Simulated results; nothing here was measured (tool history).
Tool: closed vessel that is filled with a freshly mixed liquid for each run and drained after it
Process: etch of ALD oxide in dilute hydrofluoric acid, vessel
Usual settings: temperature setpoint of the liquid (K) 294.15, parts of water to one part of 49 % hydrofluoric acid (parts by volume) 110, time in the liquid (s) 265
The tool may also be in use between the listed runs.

run,hour,temperature setpoint of the liquid (K),parts of water to one part of 49 % hydrofluoric acid (parts by volume),time in the liquid (s),wafers since the last listed run,hours since the thermometer was replaced,hours since the hydrofluoric acid flow meter was replaced,hours since the gauge calibration,"read-back film thickness of the ALD oxide reference wafer, read on the same gauge (nm)",thickness taken off the ALD oxide on a monitor wafer (nm)
1,0,294.15,110,265,0,2082.1,1956,239.3,99.99,32.21
2,10.8,294.15,110,265,627,2092.9,1966.8,250.1,99.99,31.91
3,23,294.15,110,300,709,2105.1,1979,262.3,99.98,36.32
4,37.4,294.15,110,300,837,2119.5,1993.4,276.7,100.02,36.25
5,46,294.15,110,300,500,2128.1,2002,285.3,99.97,36.22
6,54.9,294.15,140,265,517,2137,2010.9,294.2,100,24.24
7,70.7,294.15,110,265,918,2152.8,2026.7,310,100,32
8,79,294.15,90,225,482,2161.1,2035,318.3,99.96,33.77
9,90.8,294.15,110,265,686,2172.9,2046.8,330.1,100.03,32.05
# hour 99.3: gauge calibrated
10,101.4,294.15,110,265,616,2183.5,2057.4,2.1,100,31.71
11,111.4,294.15,110,265,581,2193.5,2067.4,12.1,99.98,31.87
12,124.5,294.15,110,265,761,2206.6,2080.5,25.2,100.03,31.6
13,130.6,294.15,110,265,354,2212.7,2086.6,31.3,100,31.89
14,140.9,294.15,110,265,598,2223,2096.9,41.6,100.02,31.63
15,153.7,294.15,110,265,744,2235.8,2109.7,54.4,99.98,31.79
16,169.7,294.15,110,265,930,2251.8,2125.7,70.4,100.02,31.65
17,179.2,294.15,130,265,552,2261.3,2135.2,79.9,99.97,26.22
18,204.5,290.15,70,265,1471,2286.6,2160.5,105.2,100,44.28
19,220.1,294.15,110,265,907,2302.2,2176.1,120.8,100.01,31.6
20,228.8,291.15,110,265,505,2310.9,2184.8,129.5,99.98,28
21,246.4,294.15,110,265,1023,2328.5,2202.4,147.1,100.01,31.55
22,259.7,290.65,95,125,773,2341.8,2215.7,160.4,100.03,15.11
# hour 265.6: thermometer replaced
23,269.8,296.65,75,170,529,4.2,2225.8,170.5,99.98,34.43
24,279.9,294.15,155,265,587,14.3,2235.9,180.6,99.99,21.19
25,287.4,294.15,110,140,436,21.8,2243.4,188.1,100,16.72
26,301.6,294.15,110,420,825,36,2257.6,202.3,100.01,50.18
# hour 306.9: hydrofluoric acid flow meter replaced
27,318,292.65,85,380,895,52.4,11.1,218.7,100,63.74
28,327.7,294.15,90,265,563,62.1,20.8,228.4,100,44.43
29,342.9,294.15,110,265,883,77.3,36,243.6,99.97,35.47
30,355.1,296.15,90,190,709,89.5,48.2,255.8,100,34.2
31,363.5,294.15,110,265,488,97.9,56.6,264.2,99.98,35.18
# hour 367.8: gauge calibrated
32,371.2,294.15,110,265,447,105.6,64.3,3.4,99.99,35.26
33,422.5,295.65,90,265,2982,156.9,115.6,54.7,100,46.88

The tool's hidden state at each run:
liquid hotter than its thermometer reads (K): 0 in every run
gauge reads high (%): 0 in every run
H1: hydrofluoric acid flow below the setpoint (%)
run,H1
1,9.58
2,9.63
3,9.69
4,9.76
5,9.8
6,9.84
7,9.91
8,9.95
9,10
10,10.1
11,10.1
12,10.2
13,10.2
14,10.2
15,10.3
16,10.4
17,10.4
18,10.5
19,10.6
20,10.6
21,10.7
22,10.8
23,10.8
24,10.9
25,10.9
26,11
27,1.3
28,1.35
29,1.42
30,1.48
31,1.52
32,1.55
33,1.79
